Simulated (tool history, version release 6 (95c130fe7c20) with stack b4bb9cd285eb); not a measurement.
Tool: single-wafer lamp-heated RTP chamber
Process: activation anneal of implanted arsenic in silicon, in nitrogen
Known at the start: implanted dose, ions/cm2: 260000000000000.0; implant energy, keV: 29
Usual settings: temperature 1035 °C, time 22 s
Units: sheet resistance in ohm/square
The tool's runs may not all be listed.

run     day  temperature  time  read-back reference wafer on the same gauge, sheet resistance  sheet resistance
  1   0.000         1012    22                                                         310.17            301.37
  2   2.892         1012    22                                                         310.09            300.69
  3   4.700         1012    22                                                         309.86            301.67
      6.417  -- pyrometer window cleaned and pyrometer calibrated
  4   7.512         1035    14                                                         309.69            300.12
  5  10.388         1035    14                                                         309.40            299.83
  6  12.058         1035    14                                                         309.12            299.99
     15.129  -- pyrometer window cleaned and pyrometer calibrated
  7  15.150         1035    22                                                         308.75            298.14
  8  17.083         1035    22                                                         308.62            297.67
  9  19.338         1018    19                                                         308.12            299.34
 10  22.317         1035    22                                                         307.94            297.76
     23.921  -- pyrometer window cleaned and pyrometer calibrated
 11  24.700         1007    32                                                         307.30            297.72
     27.038  -- gauge calibrated
 12  27.612         1019    17                                                         310.84            302.71
 13  28.708         1016    22                                                         310.88            301.37
 14  31.529         1045    34                                                         310.69            296.91

Run 15 comes next. What will it give?
     32.271  -- pyrometer window cleaned and pyrometer calibrated
     32.442  -- reflector plate cleaned
 15  35.333         1012    11                                                              ?                 ?

{"run 15": {"read-back reference wafer on the same gauge, sheet resistance": 310.81, "sheet resistance": 303.98}}
Without the tool's hidden state the same run would have given sheet resistance 304.33 ohm/square.

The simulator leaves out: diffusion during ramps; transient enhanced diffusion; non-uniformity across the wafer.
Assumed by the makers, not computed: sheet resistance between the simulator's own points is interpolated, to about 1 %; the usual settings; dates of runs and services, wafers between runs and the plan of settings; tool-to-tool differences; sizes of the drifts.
